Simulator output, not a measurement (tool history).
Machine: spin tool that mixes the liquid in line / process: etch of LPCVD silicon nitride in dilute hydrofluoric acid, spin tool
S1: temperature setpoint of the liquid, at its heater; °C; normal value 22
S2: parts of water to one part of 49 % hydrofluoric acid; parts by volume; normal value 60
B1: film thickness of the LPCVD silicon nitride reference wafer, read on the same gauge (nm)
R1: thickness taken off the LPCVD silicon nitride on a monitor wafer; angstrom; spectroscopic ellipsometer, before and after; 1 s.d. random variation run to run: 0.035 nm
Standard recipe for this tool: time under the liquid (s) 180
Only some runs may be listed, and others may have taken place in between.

Run 1, hour 0: usual settings but time under the liquid (s) 240; B1 100.002. Result: R1 19.24 angstrom.
Run 2, hour 67.2: usual settings but time under the liquid (s) 240; B1 100.005. Result: R1 19.85 angstrom.
Run 3, hour 116.8: usual settings; B1 100.014. Result: R1 15.66 angstrom.
Run 4, hour 161.4: usual settings; B1 99.994. Result: R1 15.05 angstrom.
Run 5, hour 197.4: usual settings; B1 100.007. Result: R1 15.15 angstrom.
Run 6, hour 239.6: usual settings but S2 75 parts by volume; B1 100.006. Result: R1 12.36 angstrom.
At hour 243.7: thermometer replaced.
Run 7, hour 275.8: usual settings but S2 75 parts by volume; B1 100. Result: R1 12.98 angstrom.
Run 8, hour 333.5: usual settings but S2 75 parts by volume; B1 100. Result: R1 12.68 angstrom.
Run 9, hour 400.5: usual settings but S1 25.5 °C, S2 50 parts by volume, time under the liquid (s) 75; B1 99.986. Result: R1 9.99 angstrom.
Run 10, hour 431.7: usual settings; B1 99.979. Result: R1 16.66 angstrom.
Run 11, hour 484.3: usual settings but time under the liquid (s) 225; B1 100. Result: R1 20.94 angstrom.
Run 12, hour 509.1: usual settings but S2 40 parts by volume, time under the liquid (s) 280; B1 100.008. Result: R1 38.74 angstrom.
Run 13, hour 541: usual settings but S2 35 parts by volume; B1 100. Result: R1 28.96 angstrom.
Run 14, hour 611.9: usual settings but S1 24 °C, S2 40 parts by volume; B1 99.989. Result: R1 28.87 angstrom.
Run 15, hour 649.1: usual settings but S1 20.5 °C, S2 70 parts by volume, time under the liquid (s) 150; B1 99.98. Result: R1 10.78 angstrom.
At hour 670.3: thermometer replaced, repeated, since the last time left the tool worse.
Run 16, hour 717: usual settings but S1 18.5 °C, S2 70 parts by volume; B1 100.001. Result: R1 9.01 angstrom.
Run 17, hour 749.3: usual settings but S2 40 parts by volume, time under the liquid (s) 80; B1 99.988. Result: R1 9.07 angstrom.
At hour 762.1: gauge calibrated.
Run 18, hour 818.8: usual settings but S1 23.5 °C, time under the liquid (s) 110; B1 99.999. Result: R1 9.7 angstrom.
Run 19, hour 881: usual settings; B1 99.99. Result: R1 13.53 angstrom.
At hour 938.9: hydrofluoric acid flow meter replaced.
Run 20, hour 943.2: usual settings but S1 20.5 °C; B1 99.989. Result: R1 12.46 angstrom.
Run 21, hour 979.6: usual settings but S1 20 °C, S2 80 parts by volume, time under the liquid (s) 250; B1 100.01. Result: R1 12.57 angstrom.
Run 22, hour 1018.3: usual settings but S2 40 parts by volume, time under the liquid (s) 280; B1 100.009. Result: R1 32.36 angstrom.
Run 23, hour 1062.8: usual settings but S1 24 °C, S2 70 parts by volume, time under the liquid (s) 240; B1 99.97. Result: R1 18.76 angstrom.
Run 24, hour 1112.7: usual settings; B1 100.008. Result: R1 13.84 angstrom.
Run 25, hour 1174.7: usual settings; B1 100.008. Result: R1 13.62 angstrom.
Run 26, hour 1256.6: usual settings but time under the liquid (s) 125; B1 100.009. Result: R1 9.5 angstrom.
Run 27, hour 1348.7: usual settings but S2 80 parts by volume; B1 100.021. Result: R1 10.32 angstrom.
Run 28, hour 1413: usual settings but S1 19.5 °C, S2 70 parts by volume, time under the liquid (s) 210; B1 100.03. Result: R1 11.96 angstrom.
Run 29, hour 1463: usual settings but S1 26.5 °C, S2 80 parts by volume, time under the liquid (s) 260; B1 99.999. Result: R1 20.03 angstrom.
Run 30, hour 1517.1: usual settings but S1 26.5 °C; B1 99.999. Result: R1 19.42 angstrom.
Run 31, hour 1586: usual settings but S1 25.5 °C, S2 70 parts by volume, time under the liquid (s) 75; B1 99.994. Result: R1 6.29 angstrom.
Run 32, hour 1650.2: usual settings but S1 26.5 °C, S2 80 parts by volume, time under the liquid (s) 260; B1 99.983. Result: R1 19.49 angstrom.
Run 33, hour 1709.8: usual settings but time under the liquid (s) 210; B1 99.992. Result: R1 16.26 angstrom.

List, for all runs, the conditions of the tool that the log does not record:
hydrofluoric acid flow below the setpoint (%): 0 at every run
gauge reads high (%): 0 at every run
H1: liquid hotter than its thermometer reads (K)
run     H1
  1   1.85
  2    1.9
  3   1.94
  4   1.97
  5   1.99
  6   2.02
  7   2.97
  8   3.01
  9   3.06
 10   3.08
 11   3.12
 12   3.14
 13   3.16
 14   3.21
 15   3.24
 16  0.492
 17  0.515
 18  0.564
 19  0.607
 20  0.651
 21  0.677
 22  0.704
 23  0.736
 24  0.771
 25  0.815
 26  0.872
 27  0.937
 28  0.983
 29   1.02
 30   1.06
 31    1.1
 32   1.15
 33   1.19

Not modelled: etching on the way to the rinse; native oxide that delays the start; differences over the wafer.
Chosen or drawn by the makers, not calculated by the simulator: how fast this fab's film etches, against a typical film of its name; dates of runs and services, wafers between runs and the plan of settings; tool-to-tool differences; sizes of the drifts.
